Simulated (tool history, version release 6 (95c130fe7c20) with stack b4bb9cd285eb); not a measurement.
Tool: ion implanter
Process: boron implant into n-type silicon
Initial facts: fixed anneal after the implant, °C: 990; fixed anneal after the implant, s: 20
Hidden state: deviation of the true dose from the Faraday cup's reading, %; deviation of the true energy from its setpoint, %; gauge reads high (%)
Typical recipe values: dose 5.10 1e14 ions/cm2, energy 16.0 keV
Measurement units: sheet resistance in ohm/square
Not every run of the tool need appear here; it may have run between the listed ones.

run	hour	dose	energy	wafers since the last listed run	hours since the last dose calibration	hours since the extraction supply was calibrated	hours since the gauge calibration	read-back reference wafer on the same gauge, sheet resistance	sheet resistance
1	0.0	5.10	16.0	0	191.3	2912.5	1336.6	196.98	219.64
2	54.1	5.10	16.0	1078	245.4	2966.6	1390.7	197.19	218.98
3	144.2	5.10	16.0	1796	335.5	3056.7	1480.8	197.03	219.66
4	224.2	5.10	16.0	1594	415.5	3136.7	1560.8	196.89	218.86
5	395.0	5.10	16.0	3405	586.3	3307.5	1731.6	196.81	218.67
6	500.6	5.10	18.5	2105	691.9	3413.1	1837.2	197.18	215.60
7	590.3	5.10	18.5	1788	781.6	3502.8	1926.9	197.15	214.99
8	659.4	5.10	16.0	1377	850.7	3571.9	1996.0	197.10	216.66
9	711.0	5.10	16.0	1028	902.3	3623.5	2047.6	197.05	217.13
# hour 722.1: Faraday cup replaced and dose calibrated
# hour 780.7: gauge calibrated
10	818.7	4.10	13.5	1987	96.6	3731.2	38.0	197.18	264.80
11	872.2	5.10	16.0	1066	150.1	3784.7	91.5	196.91	219.49
12	918.3	5.10	16.0	919	196.2	3830.8	137.6	197.03	219.12
13	1020.6	5.10	16.0	2039	298.5	3933.1	239.9	197.01	218.68
14	1058.5	5.10	20.5	755	336.4	3971.0	277.8	196.99	214.31
15	1152.7	5.10	16.0	1877	430.6	4065.2	372.0	197.05	217.87
16	1195.0	5.10	16.0	843	472.9	4107.5	414.3	197.14	218.30
17	1364.3	5.10	16.0	3375	642.2	4276.8	583.6	197.11	217.53
# hour 1404.4: extraction supply calibrated
18	1474.4	3.67	13.0	2035	752.3	70.0	693.7	197.04	287.29

Run 19 is up next; what results do you expect?
19	1542.0	4.35	16.0	1347	819.9	137.6	761.3	?	?

read-back reference wafer on the same gauge, sheet resistance: 197.00
sheet resistance: 246.31 ohm/square
With the hidden condition absent and the run-to-run variation left alone, this run would have shown sheet resistance 250.08 ohm/square.
